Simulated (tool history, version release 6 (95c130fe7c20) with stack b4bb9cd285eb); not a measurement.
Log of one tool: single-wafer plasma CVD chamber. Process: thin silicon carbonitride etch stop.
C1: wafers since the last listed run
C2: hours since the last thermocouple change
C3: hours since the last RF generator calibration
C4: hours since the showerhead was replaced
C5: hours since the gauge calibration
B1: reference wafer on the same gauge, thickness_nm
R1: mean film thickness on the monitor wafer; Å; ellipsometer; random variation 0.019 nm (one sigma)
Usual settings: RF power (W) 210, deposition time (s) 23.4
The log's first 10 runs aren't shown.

run 11 hour=128.9 | RF_power_(W)=220 deposition_time_(s)=26.8 | C1=305 C2=1579.6 C3=1923.8 C4=72.3 C5=504.5 | B1=14.405 | R1=147.77
run 12 hour=138.8 | RF_power_(W)=245 deposition_time_(s)=23.4 | C1=174 C2=1589.5 C3=1933.7 C4=82.2 C5=514.4 | B1=14.395 | R1=133.64
run 13 hour=145.3 | RF_power_(W)=210 deposition_time_(s)=21.4 | C1=114 C2=1596 C3=1940.2 C4=88.7 C5=520.9 | B1=14.402 | R1=116.82
run 14 hour=156.4 | RF_power_(W)=180 deposition_time_(s)=24.6 | C1=195 C2=1607.1 C3=1951.3 C4=99.8 C5=532 | B1=14.386 | R1=128.18
run 15 hour=170.2 | RF_power_(W)=210 deposition_time_(s)=24.9 | C1=242 C2=1620.9 C3=1965.1 C4=113.6 C5=545.8 | B1=14.399 | R1=135.64
run 16 hour=184.1 | RF_power_(W)=180 deposition_time_(s)=26.5 | C1=244 C2=1634.8 C3=1979 C4=127.5 C5=559.7 | B1=14.398 | R1=138.05
-- hour=196.2 RF generator calibrated
run 17 hour=201.8 | RF_power_(W)=210 deposition_time_(s)=23.4 | C1=170 C2=1652.5 C3=5.6 C4=145.2 C5=577.4 | B1=14.406 | R1=125.71
run 18 hour=215.7 | RF_power_(W)=210 deposition_time_(s)=23.4 | C1=244 C2=1666.4 C3=19.5 C4=159.1 C5=591.3 | B1=14.4 | R1=125.67
run 19 hour=232 | RF_power_(W)=195 deposition_time_(s)=18.9 | C1=286 C2=1682.7 C3=35.8 C4=175.4 C5=607.6 | B1=14.401 | R1=99.18
run 20 hour=239.3 | RF_power_(W)=210 deposition_time_(s)=23.4 | C1=128 C2=1690 C3=43.1 C4=182.7 C5=614.9 | B1=14.392 | R1=125.59
-- hour=252.9 thermocouple changed; heater temperature recalibrated
run 21 hour=254 | RF_power_(W)=170 deposition_time_(s)=27.2 | C1=117 C2=1.1 C3=57.8 C4=197.4 C5=629.6 | B1=14.405 | R1=137.06
-- hour=254.3 gauge calibrated
run 22 hour=264.3 | RF_power_(W)=210 deposition_time_(s)=23.4 | C1=181 C2=11.4 C3=68.1 C4=207.7 C5=10 | B1=14.404 | R1=125.6
run 23 hour=274.8 | RF_power_(W)=190 deposition_time_(s)=19.2 | C1=184 C2=21.9 C3=78.6 C4=218.2 C5=20.5 | B1=14.4 | R1=100.18
run 24 hour=281.1 | RF_power_(W)=230 deposition_time_(s)=21.2 | C1=110 C2=28.2 C3=84.9 C4=224.5 C5=26.8 | B1=14.392 | R1=117.02
run 25 hour=288.1 | RF_power_(W)=240 deposition_time_(s)=19.6 | C1=123 C2=35.2 C3=91.9 C4=231.5 C5=33.8 | B1=14.394 | R1=109.73
-- hour=298 RF generator calibrated, repeated, since the last time left the tool worse
run 26 hour=303.8 | RF_power_(W)=210 deposition_time_(s)=23.4 | C1=135 C2=50.9 C3=5.8 C4=247.2 C5=49.5 | B1=14.406 | R1=129.68
run 27 hour=314.6 | RF_power_(W)=210 deposition_time_(s)=20.4 | C1=189 C2=61.7 C3=16.6 C4=258 C5=60.3 | B1=14.393 | R1=112.83
run 28 hour=328.1 | RF_power_(W)=210 deposition_time_(s)=23.4 | C1=237 C2=75.2 C3=30.1 C4=271.5 C5=73.8 | B1=14.398 | R1=129.26
run 29 hour=344.7 | RF_power_(W)=245 deposition_time_(s)=25.9 | C1=291 C2=91.8 C3=46.7 C4=288.1 C5=90.4 | B1=14.399 | R1=150.31
run 30 hour=358.5 | RF_power_(W)=210 deposition_time_(s)=23.4 | C1=242 C2=105.6 C3=60.5 C4=301.9 C5=104.2 | B1=14.39 | R1=129.81
run 31 hour=368.3 | RF_power_(W)=195 deposition_time_(s)=21.9 | C1=172 C2=115.4 C3=70.3 C4=311.7 C5=114 | B1=14.404 | R1=118.52
run 32 hour=377 | RF_power_(W)=210 deposition_time_(s)=23.4 | C1=152 C2=124.1 C3=79 C4=320.4 C5=122.7 | B1=14.403 | R1=129.6
run 33 hour=393.6 | RF_power_(W)=210 deposition_time_(s)=23.4 | C1=291 C2=140.7 C3=95.6 C4=337 C5=139.3 | B1=14.407 | R1=129.38
run 34 hour=407.8 | RF_power_(W)=210 deposition_time_(s)=26.5 | C1=249 C2=154.9 C3=109.8 C4=351.2 C5=153.5 | B1=14.4 | R1=146.78

5 ways to go on from here, each from the tool as it stands after run 34. What would each give?
run A hour=408.2 | RF_power_(W)=210 deposition_time_(s)=21.8 | C1=7 C2=155.3 C3=110.2 C4=351.6 C5=153.9 | B1=? | R1=?
run B hour=408.2 | RF_power_(W)=225 deposition_time_(s)=28.1 | C1=7 C2=155.3 C3=110.2 C4=351.6 C5=153.9 | B1=? | R1=?
run C hour=408.2 | RF_power_(W)=250 deposition_time_(s)=18.8 | C1=7 C2=155.3 C3=110.2 C4=351.6 C5=153.9 | B1=? | R1=?
run D hour=408.2 | RF_power_(W)=210 deposition_time_(s)=26.8 | C1=7 C2=155.3 C3=110.2 C4=351.6 C5=153.9 | B1=? | R1=?
run E hour=408.2 | RF_power_(W)=190 deposition_time_(s)=25.5 | C1=7 C2=155.3 C3=110.2 C4=351.6 C5=153.9 | B1=? | R1=?

run=A B1=14.397 R1=120.53
run=B B1=14.397 R1=158.61
run=C B1=14.397 R1=109.52
run=D B1=14.397 R1=148.18
run=E B1=14.397 R1=136.83
Without the tool's hidden state the same runs would have given:
run=A R1=120.78
run=B R1=158.93
run=C R1=109.74
run=D R1=148.48
run=E R1=137.1
